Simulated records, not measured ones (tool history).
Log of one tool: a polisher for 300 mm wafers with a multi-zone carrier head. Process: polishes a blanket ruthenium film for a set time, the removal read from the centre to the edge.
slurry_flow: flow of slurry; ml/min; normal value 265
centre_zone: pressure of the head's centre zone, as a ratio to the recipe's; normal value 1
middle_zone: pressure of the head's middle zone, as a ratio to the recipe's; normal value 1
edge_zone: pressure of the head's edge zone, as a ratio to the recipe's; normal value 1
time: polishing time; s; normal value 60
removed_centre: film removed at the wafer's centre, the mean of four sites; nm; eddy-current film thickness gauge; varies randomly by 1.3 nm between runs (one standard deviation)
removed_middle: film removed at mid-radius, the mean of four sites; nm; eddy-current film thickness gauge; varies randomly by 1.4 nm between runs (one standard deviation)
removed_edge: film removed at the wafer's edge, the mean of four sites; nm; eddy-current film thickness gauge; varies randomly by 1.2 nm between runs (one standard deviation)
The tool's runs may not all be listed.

run	hour	slurry_flow	centre_zone	middle_zone	edge_zone	time	wafers since the last listed run	wafers polished on this pad	hours since the slurry nozzle was cleaned	hours since the centre zone pressure was calibrated	hours since the edge zone pressure was calibrated	hours since the carrier head's membrane was replaced	incoming thickness of the incoming film, nm	removed_centre	removed_middle	removed_edge
1	0	265	1	1	1	60	0	3755	39	642.5	488.9	1573.1	617.2	107.3	103.1	101.3
# hour 20.6: carrier head's membrane replaced by a new one
# hour 49.6: centre zone pressure recalibrated
2	85.6	265	1	1	1	60	834	4589	124.6	36	574.5	65	604.4	99.5	101.4	100.7
3	188.9	360	1	1	1	60	1097	5686	227.9	139.3	677.8	168.3	612.6	102.6	101.4	101.5
# hour 224.6: worn pad replaced by a new one
4	236.7	215	0.93	1	1	39	465	128	275.7	187.1	725.6	216.1	608.4	66.2	70	69.8
5	282.9	265	1	1.07	1	60	490	618	321.9	233.3	771.8	262.3	606.8	112.8	113.3	108.6
6	331.2	265	1	1	1	60	512	1131	370.2	281.6	820.1	310.6	618.9	111.8	107.1	108.1
7	458.4	320	1	1	1.05	60	1350	2482	497.4	408.8	947.3	437.8	608.3	109.9	105.8	108.7
8	560.7	265	0.93	1	1	60	1086	3569	599.7	511.1	1049.6	540.1	611.7	98.2	104.3	101.4
# hour 575.3: slurry nozzle cleaned
9	666.8	265	1	1	1	60	1116	4685	91.5	617.2	1155.7	646.2	617.6	104	100	98.3
10	767	170	0.89	0.89	1	60	1064	5749	191.7	717.4	1255.9	746.4	601.3	88.9	84.5	95.2
# hour 787.1: edge zone pressure recalibrated
11	866.9	350	0.94	1.1	0.95	60	1039	6789	291.6	817.3	79.8	846.3	616.3	95.4	105.2	93.7
# hour 888.3: centre zone pressure recalibrated
# hour 955.5: worn pad replaced by a new one
12	971.5	175	1	1	1.08	77	1047	170	396.2	83.2	184.4	950.9	611.8	135	137.2	145.8
13	1060.5	265	0.91	1.04	1	60	945	1115	485.2	172.2	273.4	1039.9	609.9	99.3	114.7	108.2
14	1157.9	265	1	1	1	45	1034	2149	582.6	269.6	370.8	1137.3	615.9	82.9	78.6	81.6
# hour 1173.9: slurry nozzle cleaned
15	1258.1	265	0.94	1.07	1.09	60	1053	3203	84.2	369.8	471	1237.5	611.5	100.5	112.3	107
16	1324	265	1	1	1	60	699	3903	150.1	435.7	536.9	1303.4	605.9	105.1	102.1	103.1
17	1402.1	325	1.05	1	1	60	829	4732	228.2	513.8	615	1381.5	608.2	114.3	101	101.6
18	1504.8	355	1.11	1.04	1	73	1090	5823	330.9	616.5	717.7	1484.2	607	145.2	126.4	123.5
# hour 1552.6: centre zone pressure recalibrated
19	1562.4	300	1	1	1	60	590	6414	388.5	9.8	775.3	1541.8	608	97.6	100.1	97.9
# hour 1617.2: worn pad replaced by a new one
20	1661.5	265	1	1	1	60	1010	470	487.6	108.9	874.4	1640.9	613.5	108	110.2	110.7
21	1712.1	345	1	1	0.95	49	537	1008	538.2	159.5	925	1691.5	622.6	93.7	90.5	89
# hour 1731.3: carrier head's membrane replaced by a new one
22	1790.9	265	1	1.08	1	54	783	1791	617	238.3	1003.8	59.6	607	98.1	101.1	97.2

Each row is a separate what-if for the run after 22, all from the same tool condition, not one after another. Results?
A	1791.3	265	1	1	1	60	4	1796	617.4	238.7	1004.2	60	606.1	?	?	?
B	1791.3	240	0.95	1.07	1	67	4	1796	617.4	238.7	1004.2	60	606.1	?	?	?
C	1791.3	350	1	1	1	60	4	1796	617.4	238.7	1004.2	60	606.1	?	?	?
D	1791.3	265	1	1	1.05	72	4	1796	617.4	238.7	1004.2	60	606.1	?	?	?

run	removed_centre	removed_middle	removed_edge
A	108.4	107.4	108
B	114	125.4	119.7
C	111.1	109.8	109.8
D	130.1	128.9	132.7
Stripped of hidden state, with their random variation kept, the same runs would have yielded:
run	removed_centre	removed_middle	removed_edge
A	110	111.8	112.4
B	115.6	130.6	124.6
C	112.7	114.3	114.3
D	132	134.2	138.2
